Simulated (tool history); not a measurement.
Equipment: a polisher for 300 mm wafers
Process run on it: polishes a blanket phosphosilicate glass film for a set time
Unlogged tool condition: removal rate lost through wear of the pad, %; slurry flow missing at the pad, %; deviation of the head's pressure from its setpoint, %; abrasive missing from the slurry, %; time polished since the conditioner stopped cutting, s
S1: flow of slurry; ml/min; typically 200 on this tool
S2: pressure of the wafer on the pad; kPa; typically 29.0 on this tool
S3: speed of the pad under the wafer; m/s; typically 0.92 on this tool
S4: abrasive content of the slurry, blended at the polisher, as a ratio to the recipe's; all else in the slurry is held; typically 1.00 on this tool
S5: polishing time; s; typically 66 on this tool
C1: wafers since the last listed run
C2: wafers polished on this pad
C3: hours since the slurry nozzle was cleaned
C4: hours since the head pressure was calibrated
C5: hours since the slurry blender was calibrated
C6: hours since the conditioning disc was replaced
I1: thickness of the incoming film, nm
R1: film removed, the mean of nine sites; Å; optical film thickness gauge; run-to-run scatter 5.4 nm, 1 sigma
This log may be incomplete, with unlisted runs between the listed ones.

Run 1, hour 0.0: usual settings; C1 0; C2 968; C3 441.5; C4 762.0; C5 30.9; C6 30.9; I1 4196.1. Result: R1 5713 Å.
Run 2, hour 14.6: usual settings but S1 215 ml/min, S5 53 s; C1 85; C2 1054; C3 456.1; C4 776.6; C5 45.5; C6 45.5; I1 4184.2. Result: R1 4512 Å.
Run 3, hour 28.0: usual settings; C1 78; C2 1132; C3 469.5; C4 790.0; C5 58.9; C6 58.9; I1 4119.2. Result: R1 5601 Å.
At hour 53.2: slurry nozzle cleaned.
At hour 57.8: worn pad replaced by a new one.
Run 4, hour 58.3: usual settings; C1 148; C2 2; C3 5.1; C4 820.3; C5 89.2; C6 89.2; I1 4164.1. Result: R1 5541 Å.
Run 5, hour 78.7: usual settings; C1 119; C2 122; C3 25.5; C4 840.7; C5 109.6; C6 109.6; I1 4111.6. Result: R1 5509 Å.
Run 6, hour 97.9: usual settings but S1 155 ml/min, S5 76 s; C1 112; C2 234; C3 44.7; C4 859.9; C5 128.8; C6 128.8; I1 4073.0. Result: R1 6214 Å.
Run 7, hour 123.7: usual settings but S1 155 ml/min, S5 76 s; C1 151; C2 385; C3 70.5; C4 885.7; C5 154.6; C6 154.6; I1 4134.1. Result: R1 6282 Å.
Run 8, hour 165.2: usual settings but S2 19.3 kPa, S4 1.30; C1 243; C2 628; C3 112.0; C4 927.2; C5 196.1; C6 196.1; I1 4179.4. Result: R1 4324 Å.
Run 9, hour 177.6: usual settings; C1 72; C2 701; C3 124.4; C4 939.6; C5 208.5; C6 208.5; I1 4204.5. Result: R1 5446 Å.
At hour 186.5: conditioning disc replaced and pad reconditioned.
Run 10, hour 210.6: usual settings but S1 220 ml/min, S4 0.85; C1 181; C2 882; C3 157.4; C4 972.6; C5 241.5; C6 24.1; I1 4151.6. Result: R1 5210 Å.
Run 11, hour 233.3: usual settings but S1 140 ml/min, S2 21.4 kPa, S4 1.25, S5 57 s; C1 132; C2 1015; C3 180.1; C4 995.3; C5 264.2; C6 46.8; I1 4188.6. Result: R1 3950 Å.
At hour 258.2: slurry blender recalibrated.
At hour 283.7: worn pad replaced by a new one.
Run 12, hour 284.2: usual settings but S1 230 ml/min, S2 39.3 kPa, S4 1.15; C1 262; C2 3; C3 231.0; C4 1046.2; C5 26.0; C6 97.7; I1 4159.5. Result: R1 8217 Å.
Run 13, hour 299.5: usual settings but S1 260 ml/min, S3 1.24 m/s, S4 0.80, S5 81 s; C1 89; C2 92; C3 246.3; C4 1061.5; C5 41.3; C6 113.0; I1 4106.2. Result: R1 7386 Å.
Run 14, hour 324.9: usual settings; C1 148; C2 241; C3 271.7; C4 1086.9; C5 66.7; C6 138.4; I1 4182.1. Result: R1 5605 Å.

Estimate the outcome of run 15 from the log above:
Run 15, hour 347.5: usual settings but S3 0.82 m/s, S5 76 s; C1 132; C2 373; C3 294.3; C4 1109.5; C5 89.3; C6 161.0; I1 4136.6. Result: R1 ?.

{"run 15": {"R1": 5827}}
Were there no unlogged condition in the tool, this run, its random variation unchanged, would have produced R1 6097 Å.
